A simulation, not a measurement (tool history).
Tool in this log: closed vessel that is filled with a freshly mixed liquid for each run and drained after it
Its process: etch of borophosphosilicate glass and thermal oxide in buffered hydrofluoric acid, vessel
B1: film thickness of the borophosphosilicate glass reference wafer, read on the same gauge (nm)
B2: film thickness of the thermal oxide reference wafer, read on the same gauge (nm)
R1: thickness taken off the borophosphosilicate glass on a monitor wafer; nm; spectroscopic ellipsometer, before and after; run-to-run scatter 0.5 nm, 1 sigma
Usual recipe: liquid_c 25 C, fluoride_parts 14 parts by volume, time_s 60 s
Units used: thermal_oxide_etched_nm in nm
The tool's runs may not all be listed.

{"run": 1, "hour": 0.0, "liquid_c": 25, "fluoride_parts": 14, "time_s": 60, "B1": 70, "B2": 59.99, "R1": 76.21, "thermal_oxide_etched_nm": 61.75}
{"run": 2, "hour": 14.4, "liquid_c": 25, "fluoride_parts": 14, "time_s": 60, "B1": 69.99, "B2": 59.99, "R1": 77.02, "thermal_oxide_etched_nm": 61.98}
{"run": 3, "hour": 28.4, "liquid_c": 28.5, "fluoride_parts": 11.5, "time_s": 35, "B1": 70.03, "B2": 59.95, "R1": 64.59, "thermal_oxide_etched_nm": 52.98}
{"run": 4, "hour": 43.6, "liquid_c": 20.5, "fluoride_parts": 11.5, "time_s": 40, "B1": 69.98, "B2": 60.05, "R1": 48.48, "thermal_oxide_etched_nm": 38.93}
{"run": 5, "hour": 75.2, "liquid_c": 26.5, "fluoride_parts": 14, "time_s": 60, "B1": 70.01, "B2": 60.03, "R1": 83.01, "thermal_oxide_etched_nm": 67.34}
{"run": 6, "hour": 82.2, "liquid_c": 20.5, "fluoride_parts": 14, "time_s": 60, "B1": 70.01, "B2": 60.02, "R1": 60.01, "thermal_oxide_etched_nm": 48.8}
{"run": 7, "hour": 118.2, "liquid_c": 25, "fluoride_parts": 18, "time_s": 90, "B1": 70.02, "B2": 60.02, "R1": 90.53, "thermal_oxide_etched_nm": 72.44}
{"run": 8, "hour": 134.8, "liquid_c": 28.5, "fluoride_parts": 11.5, "time_s": 35, "B1": 69.98, "B2": 60.01, "R1": 66.29, "thermal_oxide_etched_nm": 52.94}
{"run": 9, "hour": 143.7, "liquid_c": 26.5, "fluoride_parts": 10.5, "time_s": 85, "B1": 69.97, "B2": 59.97, "R1": 156.99, "thermal_oxide_etched_nm": 125.1}
{"run": 10, "hour": 157.8, "liquid_c": 22.5, "fluoride_parts": 14, "time_s": 70, "B1": 70, "B2": 59.98, "R1": 78.65, "thermal_oxide_etched_nm": 64.04}
{"run": 11, "hour": 169.9, "liquid_c": 29, "fluoride_parts": 14, "time_s": 60, "B1": 70.02, "B2": 60.01, "R1": 95.65, "thermal_oxide_etched_nm": 78.33}
{"run": 12, "hour": 182.8, "liquid_c": 25, "fluoride_parts": 14, "time_s": 60, "B1": 69.99, "B2": 59.99, "R1": 78.19, "thermal_oxide_etched_nm": 63.75}
{"run": 13, "hour": 194.9, "liquid_c": 27.5, "fluoride_parts": 14, "time_s": 60, "B1": 70.02, "B2": 59.99, "R1": 88.33, "thermal_oxide_etched_nm": 71.36}
{"hour": 197.3, "done": "gauge calibrated"}
{"hour": 201.0, "done": "thermometer replaced"}
{"run": 14, "hour": 202.6, "liquid_c": 26.5, "fluoride_parts": 14, "time_s": 60, "B1": 70.01, "B2": 59.97, "R1": 85.41, "thermal_oxide_etched_nm": 67.71}
{"run": 15, "hour": 216.2, "liquid_c": 25, "fluoride_parts": 14, "time_s": 60, "B1": 70.03, "B2": 59.97, "R1": 77.55, "thermal_oxide_etched_nm": 62.39}
{"run": 16, "hour": 225.0, "liquid_c": 23, "fluoride_parts": 18, "time_s": 35, "B1": 70.03, "B2": 60.01, "R1": 31.46, "thermal_oxide_etched_nm": 25.42}
{"run": 17, "hour": 241.9, "liquid_c": 25, "fluoride_parts": 14, "time_s": 60, "B1": 69.99, "B2": 60.05, "R1": 78.57, "thermal_oxide_etched_nm": 62.98}
{"run": 18, "hour": 249.6, "liquid_c": 30, "fluoride_parts": 14, "time_s": 60, "B1": 70, "B2": 60, "R1": 102.18, "thermal_oxide_etched_nm": 81.94}
{"run": 19, "hour": 257.3, "liquid_c": 29, "fluoride_parts": 17.5, "time_s": 50, "B1": 69.98, "B2": 59.99, "R1": 63.5, "thermal_oxide_etched_nm": 52.02}
{"run": 20, "hour": 275.7, "liquid_c": 25, "fluoride_parts": 16, "time_s": 60, "B1": 70, "B2": 60, "R1": 68.47, "thermal_oxide_etched_nm": 55.02}
{"run": 21, "hour": 285.0, "liquid_c": 20, "fluoride_parts": 11, "time_s": 50, "B1": 69.96, "B2": 59.98, "R1": 62.26, "thermal_oxide_etched_nm": 50.61}
{"run": 22, "hour": 298.2, "liquid_c": 25, "fluoride_parts": 14, "time_s": 60, "B1": 70, "B2": 60, "R1": 78.21, "thermal_oxide_etched_nm": 62.51}
{"run": 23, "hour": 305.6, "liquid_c": 26.5, "fluoride_parts": 18.5, "time_s": 60, "B1": 70.01, "B2": 59.97, "R1": 64.18, "thermal_oxide_etched_nm": 52.64}
{"run": 24, "hour": 318.2, "liquid_c": 27, "fluoride_parts": 14, "time_s": 90, "B1": 69.99, "B2": 60.03, "R1": 130.23, "thermal_oxide_etched_nm": 104.79}

The same runs without the tool's hidden state, with the same run-to-run variation:
Hidden state present: liquid hotter than its thermometer reads (K); hydrofluoric acid flow above the setpoint (%); gauge reads high (%).
run=1 R1=75.8 thermal_oxide_etched_nm=61.41
run=2 R1=76.53 thermal_oxide_etched_nm=61.58
run=3 R1=64.11 thermal_oxide_etched_nm=52.59
run=4 R1=48.07 thermal_oxide_etched_nm=38.6
run=5 R1=82.13 thermal_oxide_etched_nm=66.63
run=6 R1=59.35 thermal_oxide_etched_nm=48.26
run=7 R1=89.3 thermal_oxide_etched_nm=71.46
run=8 R1=65.32 thermal_oxide_etched_nm=52.17
run=9 R1=154.6 thermal_oxide_etched_nm=123.21
run=10 R1=77.38 thermal_oxide_etched_nm=63.01
run=11 R1=94.02 thermal_oxide_etched_nm=77.01
run=12 R1=76.8 thermal_oxide_etched_nm=62.61
run=13 R1=86.68 thermal_oxide_etched_nm=70.03
run=14 R1=83.77 thermal_oxide_etched_nm=66.42
run=15 R1=75.99 thermal_oxide_etched_nm=61.14
run=16 R1=30.81 thermal_oxide_etched_nm=24.9
run=17 R1=76.85 thermal_oxide_etched_nm=61.61
run=18 R1=99.91 thermal_oxide_etched_nm=80.12
run=19 R1=62.05 thermal_oxide_etched_nm=50.83
run=20 R1=66.81 thermal_oxide_etched_nm=53.7
run=21 R1=60.72 thermal_oxide_etched_nm=49.37
run=22 R1=76.21 thermal_oxide_etched_nm=60.92
run=23 R1=62.5 thermal_oxide_etched_nm=51.27
run=24 R1=126.73 thermal_oxide_etched_nm=101.99
